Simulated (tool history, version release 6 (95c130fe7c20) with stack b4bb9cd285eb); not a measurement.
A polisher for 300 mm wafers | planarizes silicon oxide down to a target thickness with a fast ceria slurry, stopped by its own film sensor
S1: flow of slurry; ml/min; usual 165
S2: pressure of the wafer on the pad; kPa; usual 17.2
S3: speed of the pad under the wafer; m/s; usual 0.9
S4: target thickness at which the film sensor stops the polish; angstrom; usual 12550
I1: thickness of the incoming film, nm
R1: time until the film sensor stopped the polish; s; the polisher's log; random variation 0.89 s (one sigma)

| run | day | S1 | S2 | S3 | S4 | I1 | R1 |
|---|---|---|---|---|---|---|---|
| 1 | 0 | 165 | 17.2 | 1 | 12550 | 2247.2 | 82 |
| 2 | 1.217 | 165 | 17.2 | 1 | 12550 | 2207.1 | 78.6 |
|  | 2.05 | worn pad replaced by a new one |
| 3 | 2.071 | 165 | 17.2 | 0.9 | 11460 | 2247.3 | 101.6 |
| 4 | 2.862 | 165 | 17.2 | 0.9 | 11460 | 2199.5 | 98.3 |
| 5 | 4.212 | 165 | 17.2 | 0.9 | 11460 | 2260.4 | 101.5 |
| 6 | 4.808 | 165 | 17.2 | 0.9 | 12550 | 2212.6 | 86.6 |
| 7 | 5.904 | 165 | 17.2 | 0.9 | 12550 | 2190.8 | 86.9 |
| 8 | 6.617 | 165 | 17.2 | 0.9 | 12550 | 2214.7 | 87.1 |
|  | 7.471 | worn pad replaced by a new one |
| 9 | 8.067 | 165 | 17.2 | 0.9 | 12550 | 2223.7 | 89.9 |
| 10 | 8.796 | 165 | 17.2 | 0.9 | 13270 | 2194.7 | 79 |
| 11 | 9.838 | 165 | 17.2 | 0.9 | 13270 | 2197.4 | 79.9 |
| 12 | 10.346 | 165 | 17.2 | 0.9 | 12550 | 2198.9 | 88 |
|  | 10.992 | slurry nozzle cleaned |
|  | 11.367 | head pressure recalibrated |
| 13 | 11.725 | 135 | 17.2 | 0.9 | 15350 | 2195.6 | 63.2 |
|  | 12.2 | worn pad replaced by a new one |
| 14 | 12.708 | 105 | 15.2 | 1.2 | 14060 | 2233.1 | 64.4 |
| 15 | 13.508 | 165 | 17.2 | 0.9 | 10800 | 2251.4 | 107.3 |
| 16 | 14.442 | 185 | 15.2 | 0.9 | 14280 | 2236.6 | 80.2 |
| 17 | 15.383 | 125 | 15.2 | 0.98 | 15860 | 2218.7 | 60.6 |
|  | 17.321 | worn pad replaced by a new one |
| 18 | 19.746 | 165 | 17.2 | 0.9 | 12550 | 2225.2 | 90.7 |
| 19 | 20.608 | 130 | 17.2 | 0.9 | 15490 | 2220.5 | 65.4 |
| 20 | 21.904 | 140 | 17.2 | 1.22 | 10120 | 2201.6 | 81.5 |
|  | 23.129 | worn pad replaced by a new one |
| 21 | 23.2 | 165 | 17.2 | 0.9 | 12550 | 2199.5 | 85.6 |
| 22 | 24.012 | 165 | 13.8 | 0.68 | 12550 | 2205.1 | 132.8 |
| 23 | 25.083 | 165 | 17.2 | 0.9 | 12550 | 2222.5 | 90.2 |
|  | 25.646 | slurry nozzle cleaned |
| 24 | 26.171 | 165 | 17.2 | 0.9 | 12550 | 2214.8 | 87.4 |

The tool's hidden state at each run:
removal rate lost through wear of the pad, %: 0 in every run
slurry flow missing at the pad, %: 0 in every run
deviation of the head's pressure from its setpoint, %: 0 in every run

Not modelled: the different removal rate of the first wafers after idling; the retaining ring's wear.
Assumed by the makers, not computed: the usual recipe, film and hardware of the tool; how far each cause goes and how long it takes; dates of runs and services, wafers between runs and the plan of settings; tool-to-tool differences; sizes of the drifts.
